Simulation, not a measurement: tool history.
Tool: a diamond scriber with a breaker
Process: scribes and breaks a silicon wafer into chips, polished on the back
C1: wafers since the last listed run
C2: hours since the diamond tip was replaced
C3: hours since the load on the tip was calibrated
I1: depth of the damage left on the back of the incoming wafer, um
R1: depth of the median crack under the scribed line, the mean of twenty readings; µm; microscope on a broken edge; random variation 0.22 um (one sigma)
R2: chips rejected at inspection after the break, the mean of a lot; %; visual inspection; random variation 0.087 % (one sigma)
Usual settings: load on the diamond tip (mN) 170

{"run": 1, "hour": 0.0, "load on the diamond tip (mN)": 170, "C1": 0, "C2": 51.9, "C3": 961.1, "I1": 0.04, "R1": 13.38, "R2": 1.02}
{"run": 2, "hour": 15.6, "load on the diamond tip (mN)": 170, "C1": 24, "C2": 67.5, "C3": 976.7, "I1": 0.01, "R1": 13.7, "R2": 1.16}
{"run": 3, "hour": 46.4, "load on the diamond tip (mN)": 170, "C1": 48, "C2": 98.3, "C3": 1007.5, "I1": 0.04, "R1": 13.53, "R2": 1.12}
{"run": 4, "hour": 74.3, "load on the diamond tip (mN)": 135, "C1": 43, "C2": 126.2, "C3": 1035.4, "I1": 0.03, "R1": 10.66, "R2": 7.81}
{"run": 5, "hour": 96.7, "load on the diamond tip (mN)": 170, "C1": 35, "C2": 148.6, "C3": 1057.8, "I1": 0.02, "R1": 13.49, "R2": 1.22}
{"run": 6, "hour": 118.6, "load on the diamond tip (mN)": 170, "C1": 34, "C2": 170.5, "C3": 1079.7, "I1": 0.05, "R1": 13.54, "R2": 1.04}
{"run": 7, "hour": 151.6, "load on the diamond tip (mN)": 170, "C1": 51, "C2": 203.5, "C3": 1112.7, "I1": 0.05, "R1": 13.69, "R2": 1.17}
{"run": 8, "hour": 184.3, "load on the diamond tip (mN)": 157, "C1": 51, "C2": 236.2, "C3": 1145.4, "I1": 0.02, "R1": 12.72, "R2": 1.93}
{"hour": 215.8, "done": "load on the tip recalibrated"}
{"run": 9, "hour": 220.2, "load on the diamond tip (mN)": 140, "C1": 53, "C2": 272.1, "C3": 4.4, "I1": 0.02, "R1": 11.29, "R2": 5.69}
{"run": 10, "hour": 246.0, "load on the diamond tip (mN)": 170, "C1": 40, "C2": 297.9, "C3": 30.2, "I1": 0.03, "R1": 13.55, "R2": 1.05}
{"run": 11, "hour": 267.5, "load on the diamond tip (mN)": 138, "C1": 33, "C2": 319.4, "C3": 51.7, "I1": 0.01, "R1": 10.86, "R2": 6.99}
{"run": 12, "hour": 300.4, "load on the diamond tip (mN)": 170, "C1": 51, "C2": 352.3, "C3": 84.6, "I1": 0.04, "R1": 13.44, "R2": 1.14}
{"run": 13, "hour": 335.5, "load on the diamond tip (mN)": 152, "C1": 55, "C2": 387.4, "C3": 119.7, "I1": 0.02, "R1": 11.92, "R2": 2.53}
{"run": 14, "hour": 370.2, "load on the diamond tip (mN)": 170, "C1": 54, "C2": 422.1, "C3": 154.4, "I1": 0.05, "R1": 13.7, "R2": 1.02}
{"run": 15, "hour": 386.9, "load on the diamond tip (mN)": 205, "C1": 26, "C2": 438.8, "C3": 171.1, "I1": 0.02, "R1": 15.76, "R2": 5.05}
{"run": 16, "hour": 406.0, "load on the diamond tip (mN)": 170, "C1": 30, "C2": 457.9, "C3": 190.2, "I1": 0.02, "R1": 13.18, "R2": 1.11}
{"run": 17, "hour": 427.0, "load on the diamond tip (mN)": 132, "C1": 33, "C2": 478.9, "C3": 211.2, "I1": 0.02, "R1": 10.43, "R2": 9.5}
{"run": 18, "hour": 458.5, "load on the diamond tip (mN)": 216, "C1": 49, "C2": 510.4, "C3": 242.7, "I1": 0.05, "R1": 17.26, "R2": 7.2}
{"hour": 494.2, "done": "diamond tip replaced by a new one"}
{"run": 19, "hour": 494.7, "load on the diamond tip (mN)": 211, "C1": 53, "C2": 0.5, "C3": 278.9, "I1": 0.03, "R1": 16.58, "R2": 6.35}
{"run": 20, "hour": 512.5, "load on the diamond tip (mN)": 170, "C1": 28, "C2": 18.3, "C3": 296.7, "I1": 0.03, "R1": 13.64, "R2": 1.13}
{"run": 21, "hour": 529.0, "load on the diamond tip (mN)": 170, "C1": 25, "C2": 34.8, "C3": 313.2, "I1": 0.03, "R1": 13.67, "R2": 1.08}
{"run": 22, "hour": 541.7, "load on the diamond tip (mN)": 124, "C1": 20, "C2": 47.5, "C3": 325.9, "I1": 0.04, "R1": 9.45, "R2": 15.31}
{"run": 23, "hour": 569.1, "load on the diamond tip (mN)": 170, "C1": 43, "C2": 74.9, "C3": 353.3, "I1": 0.04, "R1": 13.36, "R2": 1.16}
{"run": 24, "hour": 605.0, "load on the diamond tip (mN)": 129, "C1": 56, "C2": 110.8, "C3": 389.2, "I1": 0.04, "R1": 9.99, "R2": 11.68}
{"run": 25, "hour": 635.6, "load on the diamond tip (mN)": 212, "C1": 48, "C2": 141.4, "C3": 419.8, "I1": 0.01, "R1": 16.69, "R2": 6.16}

3 ways to go on from here, each from the tool as it stands after run 25. What would each give?
{"run": "A", "hour": 636.2, "load on the diamond tip (mN)": 128, "C1": 0, "C2": 142.0, "C3": 420.4, "I1": 0.04, "R1": "?", "R2": "?"}
{"run": "B", "hour": 636.2, "load on the diamond tip (mN)": 194, "C1": 0, "C2": 142.0, "C3": 420.4, "I1": 0.04, "R1": "?", "R2": "?"}
{"run": "C", "hour": 636.2, "load on the diamond tip (mN)": 200, "C1": 0, "C2": 142.0, "C3": 420.4, "I1": 0.04, "R1": "?", "R2": "?"}

run=A R1=10.30 R2=12.42
run=B R1=15.82 R2=3.25
run=C R1=16.27 R2=4.25
Without the tool's hidden state the same runs would have given:
run=A R1=10.30 R2=12.42
run=B R1=15.82 R2=3.25
run=C R1=16.27 R2=4.25
